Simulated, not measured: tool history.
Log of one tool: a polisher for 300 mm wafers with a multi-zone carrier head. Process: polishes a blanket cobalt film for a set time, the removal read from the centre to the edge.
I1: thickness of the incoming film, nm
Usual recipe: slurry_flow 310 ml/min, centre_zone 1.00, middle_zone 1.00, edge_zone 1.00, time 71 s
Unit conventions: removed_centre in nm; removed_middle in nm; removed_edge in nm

Run 1, day 0.000: usual settings; I1 1333.0. Result: removed_centre 273.9 nm, removed_middle 296.1 nm, removed_edge 288.7 nm.
Run 2, day 1.346: usual settings; I1 1324.2. Result: removed_centre 260.7 nm, removed_middle 278.8 nm, removed_edge 275.9 nm.
Run 3, day 1.879: usual settings but middle_zone 1.05; I1 1322.1. Result: removed_centre 260.2 nm, removed_middle 288.7 nm, removed_edge 270.4 nm.
At day 2.292: worn pad replaced by a new one.
Run 4, day 2.612: usual settings; I1 1314.7. Result: removed_centre 275.8 nm, removed_middle 299.4 nm, removed_edge 292.1 nm.
Run 5, day 4.054: usual settings; I1 1334.5. Result: removed_centre 276.0 nm, removed_middle 293.5 nm, removed_edge 291.1 nm.
Run 6, day 4.846: usual settings but centre_zone 1.04; I1 1311.1. Result: removed_centre 283.6 nm, removed_middle 292.3 nm, removed_edge 287.1 nm.
Run 7, day 6.275: usual settings but centre_zone 1.04; I1 1317.1. Result: removed_centre 273.2 nm, removed_middle 283.0 nm, removed_edge 273.8 nm.
At day 7.450: worn pad replaced by a new one.
At day 9.004: carrier head's membrane replaced by a new one.
Run 8, day 10.350: usual settings; I1 1296.9. Result: removed_centre 268.6 nm, removed_middle 292.0 nm, removed_edge 280.3 nm.
Run 9, day 11.088: usual settings; I1 1308.2. Result: removed_centre 256.4 nm, removed_middle 280.7 nm, removed_edge 278.1 nm.
At day 11.754: edge zone pressure recalibrated.
At day 11.912: worn pad replaced by a new one.
Run 10, day 12.000: usual settings; I1 1340.7. Result: removed_centre 270.5 nm, removed_middle 297.6 nm, removed_edge 295.6 nm.
At day 12.571: slurry nozzle cleaned.
At day 13.096: centre zone pressure recalibrated.
Run 11, day 13.454: usual settings but centre_zone 1.06, edge_zone 0.93, time 55 s; I1 1326.4. Result: removed_centre 242.3 nm, removed_middle 230.1 nm, removed_edge 215.3 nm.
Run 12, day 14.392: usual settings but slurry_flow 215 ml/min, centre_zone 0.95, edge_zone 0.92; I1 1327.4. Result: removed_centre 258.3 nm, removed_middle 279.2 nm, removed_edge 263.7 nm.
Run 13, day 15.779: usual settings but slurry_flow 410 ml/min, middle_zone 1.09; I1 1322.2. Result: removed_centre 282.2 nm, removed_middle 309.5 nm, removed_edge 282.4 nm.
At day 17.125: worn pad replaced by a new one.
Run 14, day 17.146: usual settings but centre_zone 1.11, middle_zone 1.07, edge_zone 1.07, time 63 s; I1 1320.5. Result: removed_centre 288.4 nm, removed_middle 281.4 nm, removed_edge 274.2 nm.

What does the tool deliver on the next run?
Run 15, day 18.404: usual settings but slurry_flow 365 ml/min, time 47 s; I1 1347.4. Result: removed_centre ?, removed_middle ?, removed_edge ?.

Run 15 gave removed_centre 196.2 nm, removed_middle 202.4 nm, removed_edge 193.5 nm.
Had the tool carried no hidden state, the very same run would have given removed_centre 203.0 nm, removed_middle 204.7 nm, removed_edge 195.7 nm.

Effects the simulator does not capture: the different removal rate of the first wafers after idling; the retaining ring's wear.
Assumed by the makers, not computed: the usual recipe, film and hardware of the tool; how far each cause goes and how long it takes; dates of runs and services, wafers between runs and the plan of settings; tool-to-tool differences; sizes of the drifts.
